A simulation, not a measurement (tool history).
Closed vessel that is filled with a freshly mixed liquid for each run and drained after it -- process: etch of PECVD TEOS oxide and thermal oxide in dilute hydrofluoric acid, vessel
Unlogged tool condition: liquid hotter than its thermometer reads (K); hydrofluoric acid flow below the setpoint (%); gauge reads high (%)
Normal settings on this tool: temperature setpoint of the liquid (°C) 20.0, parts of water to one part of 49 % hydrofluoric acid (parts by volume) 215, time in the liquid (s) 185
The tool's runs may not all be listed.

run   hour  temperature setpoint of the liquid (°C)  parts of water to one part of 49 % hydrofluoric acid (parts by volume)  time in the liquid (s)  wafers since the last listed run  hours since the thermometer was replaced  hours since the hydrofluoric acid flow meter was replaced  hours since the gauge calibration  read-back film thickness of the PECVD TEOS oxide reference wafer, read on the same gauge (nm)  read-back film thickness of the thermal oxide reference wafer, read on the same gauge (nm)  thickness taken off the PECVD TEOS oxide on a monitor wafer (nm)  thickness taken off the thermal oxide on a monitor wafer (nm)
  1    0.0                                     20.0                                                                     215                     185                                 0                                    1150.2                                                     1076.5                              347.5                                                                                          70.00                                                                                      90.011                                                             11.77                                                          3.129
  2    7.7                                     18.0                                                                     215                     185                               557                                    1157.9                                                     1084.2                              355.2                                                                                          70.01                                                                                      90.011                                                             10.82                                                          2.856
  3   16.4                                     18.0                                                                     215                     185                               630                                    1166.6                                                     1092.9                              363.9                                                                                          70.00                                                                                      90.017                                                             10.74                                                          2.853
  4   26.4                                     20.0                                                                     215                     150                               724                                    1176.6                                                     1102.9                              373.9                                                                                          70.00                                                                                      90.011                                                              9.40                                                          2.518
  5   75.5                                     20.0                                                                     215                     185                              3555                                    1225.7                                                     1152.0                              423.0                                                                                          70.01                                                                                      89.998                                                             11.65                                                          3.136
      84.4  -- gauge calibrated
  6   85.6                                     20.0                                                                     215                     185                               731                                    1235.8                                                     1162.1                                1.2                                                                                          70.02                                                                                      90.020                                                             11.69                                                          3.076
  7   95.0                                     20.0                                                                     215                     185                               680                                    1245.2                                                     1171.5                               10.6                                                                                          69.99                                                                                      90.012                                                             11.66                                                          3.112
  8  111.7                                     20.0                                                                     270                     100                              1209                                    1261.9                                                     1188.2                               27.3                                                                                          70.00                                                                                      90.006                                                              4.75                                                          1.251
     114.8  -- thermometer replaced
  9  129.1                                     20.0                                                                     215                     185                              1187                                      14.3                                                     1205.6                               44.7                                                                                          70.00                                                                                      90.014                                                             10.56                                                          2.796
 10  146.8                                     20.0                                                                     270                     100                              1281                                      32.0                                                     1223.3                               62.4                                                                                          69.99                                                                                      89.992                                                              4.34                                                          1.149
 11  155.5                                     20.0                                                                     215                     240                               630                                      40.7                                                     1232.0                               71.1                                                                                          69.99                                                                                      89.991                                                             13.85                                                          3.678
 12  164.6                                     17.0                                                                     140                     280                               658                                      49.8                                                     1241.1                               80.2                                                                                          70.00                                                                                      89.998                                                             23.58                                                          6.280
 13  173.0                                     18.0                                                                     215                     220                               608                                      58.2                                                     1249.5                               88.6                                                                                          70.02                                                                                      90.031                                                             11.61                                                          3.119
     179.1  -- hydrofluoric acid flow meter replaced
 14  185.1                                     20.0                                                                     215                     185                               803                                      70.3                                                        6.0                              100.7                                                                                          69.98                                                                                      89.988                                                             11.75                                                          3.111
 15  194.1                                     18.0                                                                     215                     185                               651                                      79.3                                                       15.0                              109.7                                                                                          69.99                                                                                      89.988                                                             10.87                                                          2.841
 16  209.6                                     20.0                                                                     120                     185                              1122                                      94.8                                                       30.5                              125.2                                                                                          70.01                                                                                      89.977                                                             23.13                                                          6.189
 17  218.3                                     21.5                                                                     185                     185                               630                                     103.5                                                       39.2                              133.9                                                                                          69.99                                                                                      90.013                                                             14.86                                                          3.923
 18  228.6                                     21.5                                                                     160                     120                               745                                     113.8                                                       49.5                              144.2                                                                                          69.99                                                                                      90.009                                                             11.37                                                          3.033
 19  241.9                                     22.5                                                                     180                     185                               963                                     127.1                                                       62.8                              157.5                                                                                          70.00                                                                                      90.009                                                             15.89                                                          4.194
 20  255.6                                     20.0                                                                     215                     185                               992                                     140.8                                                       76.5                              171.2                                                                                          70.01                                                                                      90.003                                                             11.78                                                          3.085
 21  271.3                                     20.0                                                                     215                     185                              1136                                     156.5                                                       92.2                              186.9                                                                                          70.00                                                                                      89.997                                                             11.73                                                          3.076
 22  289.2                                     20.0                                                                     255                     260                              1296                                     174.4                                                      110.1                              204.8                                                                                          69.99                                                                                      90.010                                                             13.33                                                          3.565
 23  298.4                                     20.0                                                                     215                     185                               666                                     183.6                                                      119.3                              214.0                                                                                          69.99                                                                                      89.980                                                             11.78                                                          3.120
 24  305.5                                     17.5                                                                     300                     225                               514                                     190.7                                                      126.4                              221.1                                                                                          70.00                                                                                      89.983                                                              8.56                                                          2.287
 25  322.2                                     18.0                                                                     215                     185                              1209                                     207.4                                                      143.1                              237.8                                                                                          69.99                                                                                      90.002                                                             10.84                                                          2.832
 26  330.7                                     22.0                                                                     160                     295                               615                                     215.9                                                      151.6                              246.3                                                                                          70.01                                                                                      90.005                                                             28.47                                                          7.568
 27  347.2                                     17.0                                                                     185                     280                              1194                                     232.4                                                      168.1                              262.8                                                                                          69.99                                                                                      89.998                                                             18.70                                                          5.014

Here are 3 independent what-if runs from the current tool condition. What would each one return?
  A  347.9                                     20.0                                                                     215                     185                                50                                     233.1                                                      168.8                              263.5                                                                                              ?                                                                                           ?                                                                 ?                                                              ?
  B  347.9                                     20.0                                                                     300                     125                                50                                     233.1                                                      168.8                              263.5                                                                                              ?                                                                                           ?                                                                 ?                                                              ?
  C  347.9                                     17.0                                                                     140                     110                                50                                     233.1                                                      168.8                              263.5                                                                                              ?                                                                                           ?                                                                 ?                                                              ?

run  read-back film thickness of the PECVD TEOS oxide reference wafer, read on the same gauge (nm)  read-back film thickness of the thermal oxide reference wafer, read on the same gauge (nm)  thickness taken off the PECVD TEOS oxide on a monitor wafer (nm)  thickness taken off the thermal oxide on a monitor wafer (nm)
  A                                                                                          70.00                                                                                      90.025                                                             11.70                                                          3.104
  B                                                                                          70.00                                                                                      90.025                                                              5.23                                                          1.386
  C                                                                                          70.00                                                                                      90.025                                                             10.23                                                          2.713
With the hidden condition removed and each run's random variation left untouched, the same runs would have given:
run  thickness taken off the PECVD TEOS oxide on a monitor wafer (nm)  thickness taken off the thermal oxide on a monitor wafer (nm)
  A                                                             11.70                                                          3.104
  B                                                              5.24                                                          1.389
  C                                                             10.20                                                          2.706
